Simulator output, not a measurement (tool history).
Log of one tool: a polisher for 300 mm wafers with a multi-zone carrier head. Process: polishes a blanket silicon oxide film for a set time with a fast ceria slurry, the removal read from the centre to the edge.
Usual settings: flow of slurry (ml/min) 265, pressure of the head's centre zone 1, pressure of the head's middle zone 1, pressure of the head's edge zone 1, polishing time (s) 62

run,hour,flow of slurry (ml/min),pressure of the head's centre zone,pressure of the head's middle zone,pressure of the head's edge zone,polishing time (s),wafers since the last listed run,wafers polished on this pad,hours since the slurry nozzle was cleaned,hours since the centre zone pressure was calibrated,hours since the edge zone pressure was calibrated,hours since the carrier head's membrane was replaced,"incoming thickness of the incoming film, nm",film removed at the wafer's centre (angstrom),film removed at mid-radius (angstrom),film removed at the wafer's edge (angstrom)
1,0,230,1,1,1,62,0,685,255.8,723.3,545.5,32.1,3006.7,7664,7559,7687
2,12.5,230,1,1,1,62,154,839,268.3,735.8,558,44.6,2989.3,7684,7634,7796
3,24.4,200,1,1,1,45,146,986,280.2,747.7,569.9,56.5,3065.8,5512,5257,5609
# hour 28.8: edge zone pressure recalibrated
4,33.6,200,1,1,1,45,88,1075,289.4,756.9,4.8,65.7,3007.7,5470,5486,5641
# hour 43.3: worn pad replaced by a new one
# hour 46.7: centre zone pressure recalibrated
5,52,225,0.96,1,0.9,83,152,83,307.8,5.3,23.2,84.1,3004.5,10017,10232,10185
6,66.4,345,1,0.9,1,42,177,260,322.2,19.7,37.6,98.5,3037.3,5532,4972,5492
7,95.3,265,1,0.96,1.06,62,356,616,351.1,48.6,66.5,127.4,2964.7,7769,7395,8120
8,105.4,265,0.94,0.95,1.05,73,124,741,361.2,58.7,76.6,137.5,3023.2,8925,8864,9516
9,128.1,175,1.06,1,1.11,42,279,1021,383.9,81.4,99.3,160.2,3065.2,5332,4830,5270
10,134.4,265,0.92,0.9,1.11,82,77,1098,390.2,87.7,105.6,166.5,3035.5,9885,9578,10871
11,141.4,200,1,1,1.05,62,86,1185,397.2,94.7,112.6,173.5,3036.4,7466,7257,7808
# hour 143.6: slurry nozzle cleaned
# hour 147.5: worn pad replaced by a new one
12,149.2,265,0.93,1,1,62,34,20,5.6,102.5,120.4,181.3,3031.9,7419,7841,7815
13,158.8,265,1,1,1,62,118,138,15.2,112.1,130,190.9,2999.9,7987,7898,8017
14,170.1,265,1,1,1,62,139,278,26.5,123.4,141.3,202.2,3001.1,7901,7640,7932
15,183.5,215,1,1,1,50,165,443,39.9,136.8,154.7,215.6,2965.7,6165,6087,6151
16,190.4,265,1,0.92,1,56,85,528,46.8,143.7,161.6,222.5,2981.1,7331,6364,7198
17,202.5,265,1,1,1.1,42,149,677,58.9,155.8,173.7,234.6,3039.3,5425,5290,5622
18,214.2,265,1,1,1,62,144,821,70.6,167.5,185.4,246.3,3007.9,7862,7749,7895
19,230.8,305,1,1,1,62,204,1026,87.2,184.1,202,262.9,3001.3,8167,8000,8010
# hour 240.1: worn pad replaced by a new one
20,240.6,265,1,1,1.1,62,71,6,97,193.9,211.8,272.7,3055.6,7816,7591,8145
21,248.5,265,1,1,1,48,97,103,104.9,201.8,219.7,280.6,3002.8,6205,5994,6137
22,255.1,265,1,1,1.03,62,81,184,111.5,208.4,226.3,287.2,3032.6,7765,7909,8129

Forecast each of these 4 alternatives for the next run:
A,255.5,265,1,1.12,1,62,4,189,111.9,208.8,226.7,287.6,2970.9,?,?,?
B,255.5,265,1,0.91,1,62,4,189,111.9,208.8,226.7,287.6,2970.9,?,?,?
C,255.5,265,1,1.12,1.08,81,4,189,111.9,208.8,226.7,287.6,2970.9,?,?,?
D,255.5,290,1,1,1,62,4,189,111.9,208.8,226.7,287.6,2970.9,?,?,?

run,film removed at the wafer's centre (angstrom),film removed at mid-radius (angstrom),film removed at the wafer's edge (angstrom)
A,8046,8467,7776
B,8034,7104,7798
C,10512,11060,10483
D,8132,7767,7850
Without the tool's hidden state the same runs would have given:
run,film removed at the wafer's centre (angstrom),film removed at mid-radius (angstrom),film removed at the wafer's edge (angstrom)
A,8046,8467,7776
B,8034,7104,7798
C,10512,11060,10483
D,8132,7767,7850
